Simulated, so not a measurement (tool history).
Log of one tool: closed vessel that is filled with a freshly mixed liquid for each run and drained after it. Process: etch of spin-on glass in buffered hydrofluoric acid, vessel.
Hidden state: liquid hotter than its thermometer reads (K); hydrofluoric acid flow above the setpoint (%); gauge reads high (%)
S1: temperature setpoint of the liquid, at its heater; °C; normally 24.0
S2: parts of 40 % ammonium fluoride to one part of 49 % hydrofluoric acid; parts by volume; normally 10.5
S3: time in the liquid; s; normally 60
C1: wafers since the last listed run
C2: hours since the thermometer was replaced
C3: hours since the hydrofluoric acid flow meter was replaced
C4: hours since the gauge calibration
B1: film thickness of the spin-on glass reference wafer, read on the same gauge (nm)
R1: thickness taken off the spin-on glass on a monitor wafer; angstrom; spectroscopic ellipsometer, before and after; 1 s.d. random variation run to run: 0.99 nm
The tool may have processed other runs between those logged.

| run | hour | S1 | S2 | S3 | C1 | C2 | C3 | C4 | B1 | R1 |
|---|---|---|---|---|---|---|---|---|---|---|
| 1 | 0.0 | 24.0 | 12.0 | 60 | 0 | 534.0 | 439.2 | 790.4 | 142.51 | 1560.0 |
| 2 | 68.6 | 24.0 | 12.0 | 60 | 8171 | 602.6 | 507.8 | 859.0 | 142.96 | 1550.8 |
| 3 | 113.9 | 24.0 | 8.0 | 60 | 5395 | 647.9 | 553.1 | 904.3 | 143.29 | 2249.7 |
| 4 | 141.9 | 24.0 | 8.0 | 60 | 3335 | 675.9 | 581.1 | 932.3 | 143.54 | 2280.1 |
| 5 | 173.0 | 24.0 | 8.0 | 60 | 3704 | 707.0 | 612.2 | 963.4 | 143.78 | 2266.2 |
| 6 | 317.8 | 24.0 | 10.5 | 60 | 17248 | 851.8 | 757.0 | 1108.2 | 144.98 | 1801.3 |
| 7 | 360.9 | 24.0 | 10.5 | 60 | 5133 | 894.9 | 800.1 | 1151.3 | 145.41 | 1797.6 |
| 8 | 426.6 | 24.0 | 10.5 | 60 | 7825 | 960.6 | 865.8 | 1217.0 | 146.07 | 1802.7 |
| 9 | 469.7 | 24.0 | 10.5 | 60 | 5133 | 1003.7 | 908.9 | 1260.1 | 146.45 | 1813.5 |
| 10 | 495.7 | 24.0 | 10.5 | 50 | 3097 | 1029.7 | 934.9 | 1286.1 | 146.76 | 1518.3 |
| 11 | 521.6 | 24.0 | 10.5 | 50 | 3085 | 1055.6 | 960.8 | 1312.0 | 147.05 | 1515.9 |
| 12 | 589.8 | 24.0 | 10.5 | 50 | 8123 | 1123.8 | 1029.0 | 1380.2 | 147.84 | 1515.3 |
| 13 | 657.3 | 24.0 | 10.5 | 60 | 8040 | 1191.3 | 1096.5 | 1447.7 | 148.60 | 1831.8 |
|  | 673.8 | gauge calibrated |
| 14 | 721.1 | 21.0 | 7.0 | 70 | 7599 | 1255.1 | 1160.3 | 47.3 | 140.02 | 2526.7 |
| 15 | 776.6 | 24.0 | 10.5 | 50 | 6610 | 1310.6 | 1215.8 | 102.8 | 140.04 | 1454.4 |
| 16 | 828.8 | 24.0 | 10.5 | 75 | 6217 | 1362.8 | 1268.0 | 155.0 | 140.06 | 2180.2 |
| 17 | 868.7 | 24.0 | 12.0 | 60 | 4752 | 1402.7 | 1307.9 | 194.9 | 140.14 | 1521.2 |
| 18 | 919.9 | 24.0 | 9.0 | 60 | 6098 | 1453.9 | 1359.1 | 246.1 | 140.24 | 1974.7 |
| 19 | 949.6 | 21.0 | 7.0 | 70 | 3537 | 1483.6 | 1388.8 | 275.8 | 140.32 | 2525.3 |
|  | 976.3 | thermometer replaced |
| 20 | 999.6 | 19.5 | 12.5 | 60 | 5836 | 23.3 | 1438.8 | 325.8 | 140.43 | 1159.2 |
|  | 1010.5 | hydrofluoric acid flow meter replaced |
| 21 | 1048.4 | 24.0 | 13.0 | 30 | 5693 | 72.1 | 37.9 | 374.6 | 140.58 | 705.1 |
| 22 | 1096.5 | 24.0 | 10.5 | 30 | 5729 | 120.2 | 86.0 | 422.7 | 140.70 | 863.0 |
| 23 | 1161.9 | 24.0 | 10.5 | 60 | 7790 | 185.6 | 151.4 | 488.1 | 140.98 | 1743.2 |
| 24 | 1294.0 | 22.5 | 7.5 | 60 | 15735 | 317.7 | 283.5 | 620.2 | 141.60 | 2211.3 |
| 25 | 1352.7 | 22.5 | 9.5 | 60 | 6992 | 376.4 | 342.2 | 678.9 | 141.89 | 1766.1 |
| 26 | 1416.0 | 24.0 | 9.5 | 60 | 7540 | 439.7 | 405.5 | 742.2 | 142.28 | 1922.2 |
| 27 | 1464.0 | 24.0 | 14.0 | 60 | 5717 | 487.7 | 453.5 | 790.2 | 142.54 | 1333.0 |
| 28 | 1498.7 | 24.0 | 10.5 | 60 | 4133 | 522.4 | 488.2 | 824.9 | 142.83 | 1782.9 |
| 29 | 1555.6 | 24.0 | 10.5 | 60 | 6777 | 579.3 | 545.1 | 881.8 | 143.25 | 1783.2 |
| 30 | 1599.5 | 28.5 | 10.5 | 40 | 5229 | 623.2 | 589.0 | 925.7 | 143.53 | 1519.0 |
| 31 | 1640.1 | 27.0 | 7.5 | 85 | 4836 | 663.8 | 629.6 | 966.3 | 143.88 | 4074.0 |

Run 32, settings as shown, results not yet in. Your forecast:
| 32 | 1701.4 | 26.0 | 13.5 | 30 | 7301 | 725.1 | 690.9 | 1027.6 | ? | ? |

Run 32 produced B1 144.36, R1 773.7 angstrom.
If the tool had no hidden condition, the same run with the same run-to-run variation would have returned R1 750.3 angstrom.
